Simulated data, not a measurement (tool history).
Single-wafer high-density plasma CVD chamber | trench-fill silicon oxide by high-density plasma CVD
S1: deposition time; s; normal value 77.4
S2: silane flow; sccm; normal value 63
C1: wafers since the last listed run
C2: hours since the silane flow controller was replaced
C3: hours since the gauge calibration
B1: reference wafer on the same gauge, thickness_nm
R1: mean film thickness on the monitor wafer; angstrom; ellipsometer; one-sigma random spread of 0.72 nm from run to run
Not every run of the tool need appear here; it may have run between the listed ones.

run,hour,S1,S2,C1,C2,C3,B1,R1
1,0,77.4,63,0,3083.7,60,512.038,4958.9
2,17.7,77.4,63,224,3101.4,77.7,511.949,4960.41
3,32.3,77.4,60,185,3116,92.3,512.016,4742.19
4,47.6,77.4,60,194,3131.3,107.6,511.945,4738.68
5,56.5,77.4,60,113,3140.2,116.5,512.296,4745.45
6,69.9,77.4,59,170,3153.6,129.9,511.802,4683.77
7,85,77.4,59,191,3168.7,145,512.16,4677.18
8,98.2,77.4,71,167,3181.9,158.2,511.978,5529.89
9,115.4,83.4,63,218,3199.1,175.4,512.027,5361.34
10,132.5,83.4,63,217,3216.2,192.5,511.733,5361.48
# hour 160.6: silane flow controller replaced
11,161.1,83.4,63,261,0.5,221.1,512.29,5151.01
12,176.6,87.3,51,196,16,236.6,512.135,4455.84
13,188,89.5,57,144,27.4,248,512.08,5055.42
14,197.3,77.4,51,118,36.7,257.3,511.9,3946.2
# hour 199.8: gauge calibrated
15,207.4,77.4,63,128,46.8,7.6,511.912,4777.46
16,225.1,83.8,52,224,64.5,25.3,512.091,4363.42
17,242,82.7,52,214,81.4,42.2,511.743,4290.19
18,257.1,72.9,63,191,96.5,57.3,511.664,4500.16
19,265.7,91.8,54,109,105.1,65.9,512.291,4915.9
20,278,77.4,63,156,117.4,78.2,511.996,4783.85
21,291.3,65.2,63,168,130.7,91.5,511.888,4027.27
22,303.8,77.4,63,158,143.2,104,511.99,4775.38

Below are 3 alternative next runs, each starting from the tool's condition after run 22. Predict each:
A,304.2,77.4,63,5,143.6,104.4,?,?
B,304.2,85,66,5,143.6,104.4,?,?
C,304.2,84.5,72,5,143.6,104.4,?,?

run,B1,R1
A,512.302,4774.92
B,512.302,5471.03
C,512.302,5890.71
What these runs would have given with no unlogged condition in the tool:
run,R1
A,4785.4
B,5483.05
C,5903.64

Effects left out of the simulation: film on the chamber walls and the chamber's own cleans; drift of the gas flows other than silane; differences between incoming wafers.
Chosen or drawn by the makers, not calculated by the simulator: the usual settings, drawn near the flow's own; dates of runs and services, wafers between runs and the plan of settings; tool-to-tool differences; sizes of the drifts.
